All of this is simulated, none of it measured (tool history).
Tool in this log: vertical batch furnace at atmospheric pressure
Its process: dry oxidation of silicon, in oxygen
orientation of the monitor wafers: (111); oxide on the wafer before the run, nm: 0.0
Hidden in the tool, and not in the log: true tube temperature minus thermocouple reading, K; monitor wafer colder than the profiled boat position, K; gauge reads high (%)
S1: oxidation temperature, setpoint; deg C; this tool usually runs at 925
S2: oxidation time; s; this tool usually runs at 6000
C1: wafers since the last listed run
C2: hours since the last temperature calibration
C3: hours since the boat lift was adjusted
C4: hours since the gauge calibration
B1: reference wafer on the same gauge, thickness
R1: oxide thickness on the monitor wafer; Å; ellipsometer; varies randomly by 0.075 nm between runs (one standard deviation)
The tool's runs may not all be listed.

run,hour,S1,S2,C1,C2,C3,C4,B1,R1
1,0,919,6000,0,3945.1,3821.6,233.3,59.81,491.6
2,16.6,919,6000,107,3961.7,3838.2,249.9,59.79,490.7
3,39.2,919,6000,146,3984.3,3860.8,272.5,59.81,490.7
4,62.4,925,6000,150,4007.5,3884,295.7,59.8,518.6
5,77.2,925,6000,96,4022.3,3898.8,310.5,59.78,521.7
6,96.9,925,6000,127,4042,3918.5,330.2,59.78,520.1
7,110.6,925,6000,88,4055.7,3932.2,343.9,59.82,520.3
8,131,925,5160,132,4076.1,3952.6,364.3,59.78,467.1
9,143.9,925,7560,83,4089,3965.5,377.2,59.82,611.3
10,155.3,925,6000,74,4100.4,3976.9,388.6,59.76,521.2
11,164.3,941,6000,58,4109.4,3985.9,397.6,59.85,597
12,179.5,941,6000,98,4124.6,4001.1,412.8,59.78,596.3
13,202.1,941,6000,146,4147.2,4023.7,435.4,59.83,597.3
14,210.8,925,6000,56,4155.9,4032.4,444.1,59.82,520.4
15,223.9,925,6000,85,4169,4045.5,457.2,59.83,522.6
16,241.5,925,6000,114,4186.6,4063.1,474.8,59.8,522.4
17,262.5,925,6000,136,4207.6,4084.1,495.8,59.79,522
18,279.6,925,6000,111,4224.7,4101.2,512.9,59.8,521.4
# hour 293.3: gauge calibrated
19,303.2,925,6000,153,4248.3,4124.8,9.9,59.79,521.8
20,328.3,925,6000,162,4273.4,4149.9,35,59.79,522.5
# hour 362: boat lift adjusted
# hour 385.2: thermocouples replaced and temperature profile calibrated
21,385.7,919,6000,66,0.5,23.7,92.4,59.8,475.7
22,391.6,925,6000,38,6.4,29.6,98.3,59.83,505.8
23,397.6,934,5130,38,12.4,35.6,104.3,59.81,490.3
24,403.6,935,3510,38,18.4,41.6,110.3,59.76,380.2

Predict the results of run 25:
25,411.3,919,6000,49,26.1,49.3,118,?,?

Logged for run 25: B1 59.81, R1 476.3 Å.
Were there no unlogged condition in the tool, this run, its random variation unchanged, would have produced R1 472.7 Å.
